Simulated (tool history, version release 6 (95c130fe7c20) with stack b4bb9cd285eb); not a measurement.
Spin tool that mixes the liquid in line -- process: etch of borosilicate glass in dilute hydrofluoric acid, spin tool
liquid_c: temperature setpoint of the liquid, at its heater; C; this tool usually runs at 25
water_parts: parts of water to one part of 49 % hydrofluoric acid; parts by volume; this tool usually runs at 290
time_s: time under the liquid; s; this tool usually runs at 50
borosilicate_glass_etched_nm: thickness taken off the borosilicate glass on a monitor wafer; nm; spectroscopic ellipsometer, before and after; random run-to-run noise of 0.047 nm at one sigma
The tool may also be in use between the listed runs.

run,day,liquid_c,water_parts,time_s,"read-back film thickness of the borosilicate glass reference wafer, read on the same gauge (nm)",borosilicate_glass_etched_nm
1,0,25,290,50,130,5.61
2,1.454,25,290,50,129.99,5.61
3,3.875,25,290,50,130.03,5.57
4,6.721,28.5,290,50,130,6.26
5,8.4,25,290,50,130.01,5.57
6,9.779,25,290,50,130.02,5.57
7,12.638,25,290,50,130.02,5.48
8,13.704,25,290,25,129.99,2.77
9,15.408,25,290,25,130.04,2.73
10,17.196,22,175,40,130,7.41
# day 17.688: thermometer replaced
# day 17.725: hydrofluoric acid flow meter replaced
11,21.867,25,290,25,130,2.91
12,24.067,25,290,50,130.01,5.8
13,25.567,29.5,185,40,129.99,9.72
14,28.425,28.5,145,65,130,20.12
# day 30.938: gauge calibrated
15,31.017,20.5,215,20,129.99,2.87
16,33.338,21,230,40,130,5.33
17,35.412,20.5,195,80,130.02,12.59
18,37.575,28.5,155,25,129.97,7.08
19,40.367,22,290,50,130.01,5.13

3 ways to go on from here, each from the tool as it stands after run 19. What would each give?
A,40.383,21,290,50,?,?
B,40.383,27.5,290,50,?,?
C,40.383,25,430,50,?,?

run,"read-back film thickness of the borosilicate glass reference wafer, read on the same gauge (nm)",borosilicate_glass_etched_nm
A,129.98,4.95
B,129.98,6.22
C,129.98,3.38
What these runs would have given with no unlogged condition in the tool:
run,borosilicate_glass_etched_nm
A,5.08
B,6.37
C,3.46
